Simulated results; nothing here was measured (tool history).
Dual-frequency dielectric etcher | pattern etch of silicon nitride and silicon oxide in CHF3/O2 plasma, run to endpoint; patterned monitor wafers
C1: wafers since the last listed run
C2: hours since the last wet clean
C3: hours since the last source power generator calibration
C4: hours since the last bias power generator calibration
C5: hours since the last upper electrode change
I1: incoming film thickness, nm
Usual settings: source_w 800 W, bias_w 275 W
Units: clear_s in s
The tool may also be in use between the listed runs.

{"run": 1, "hour": 0.0, "source_w": 800, "bias_w": 275, "C1": 0, "C2": 267.6, "C3": 1800.5, "C4": 3319.6, "C5": 4939.2, "I1": 323.9, "clear_s": 159}
{"run": 2, "hour": 11.6, "source_w": 750, "bias_w": 275, "C1": 99, "C2": 279.2, "C3": 1812.1, "C4": 3331.2, "C5": 4950.8, "I1": 325.3, "clear_s": 163}
{"run": 3, "hour": 25.1, "source_w": 750, "bias_w": 275, "C1": 116, "C2": 292.7, "C3": 1825.6, "C4": 3344.7, "C5": 4964.3, "I1": 324.1, "clear_s": 163.4}
{"run": 4, "hour": 31.6, "source_w": 750, "bias_w": 275, "C1": 55, "C2": 299.2, "C3": 1832.1, "C4": 3351.2, "C5": 4970.8, "I1": 326.9, "clear_s": 163.7}
{"run": 5, "hour": 39.2, "source_w": 800, "bias_w": 293, "C1": 65, "C2": 306.8, "C3": 1839.7, "C4": 3358.8, "C5": 4978.4, "I1": 323.4, "clear_s": 155.4}
{"hour": 67.0, "done": "wet clean of the chamber"}
{"hour": 68.1, "done": "upper electrode replaced, of another model than before"}
{"hour": 70.3, "done": "source power generator calibrated"}
{"run": 6, "hour": 70.8, "source_w": 800, "bias_w": 275, "C1": 36, "C2": 3.8, "C3": 0.5, "C4": 3390.4, "C5": 2.7, "I1": 324.7, "clear_s": 163.4}
{"run": 7, "hour": 71.1, "source_w": 800, "bias_w": 275, "C1": 2, "C2": 4.1, "C3": 0.8, "C4": 3390.7, "C5": 3, "I1": 325.3, "clear_s": 165.4}
{"run": 8, "hour": 74.3, "source_w": 800, "bias_w": 293, "C1": 27, "C2": 7.3, "C3": 4, "C4": 3393.9, "C5": 6.2, "I1": 323.5, "clear_s": 162}
{"hour": 88.8, "done": "bias power generator calibrated"}
{"run": 9, "hour": 92.1, "source_w": 700, "bias_w": 236, "C1": 118, "C2": 25.1, "C3": 21.8, "C4": 3.3, "C5": 24, "I1": 325.7, "clear_s": 186}
{"run": 10, "hour": 98.5, "source_w": 730, "bias_w": 237, "C1": 55, "C2": 31.5, "C3": 28.2, "C4": 9.7, "C5": 30.4, "I1": 328.8, "clear_s": 180.9}
{"run": 11, "hour": 111.5, "source_w": 890, "bias_w": 275, "C1": 111, "C2": 44.5, "C3": 41.2, "C4": 22.7, "C5": 43.4, "I1": 323.9, "clear_s": 151.5}
{"run": 12, "hour": 123.5, "source_w": 730, "bias_w": 237, "C1": 103, "C2": 56.5, "C3": 53.2, "C4": 34.7, "C5": 55.4, "I1": 327, "clear_s": 179.4}
{"run": 13, "hour": 131.0, "source_w": 650, "bias_w": 275, "C1": 64, "C2": 64, "C3": 60.7, "C4": 42.2, "C5": 62.9, "I1": 325, "clear_s": 191.9}
{"run": 14, "hour": 140.9, "source_w": 640, "bias_w": 340, "C1": 85, "C2": 73.9, "C3": 70.6, "C4": 52.1, "C5": 72.8, "I1": 324.2, "clear_s": 185}

The same runs without the tool's hidden state, with the same run-to-run variation:
The hidden state here: etch rate over this chamber's usual, %; source power that arrives over what is set, %; bias power that arrives over what is set, %.
run=1 clear_s=165.3
run=2 clear_s=169.8
run=3 clear_s=170.5
run=4 clear_s=171
run=5 clear_s=162.5
run=6 clear_s=164.3
run=7 clear_s=166.3
run=8 clear_s=162.9
run=9 clear_s=187.6
run=10 clear_s=182.5
run=11 clear_s=153.1
run=12 clear_s=181.7
run=13 clear_s=194.5
run=14 clear_s=187.8
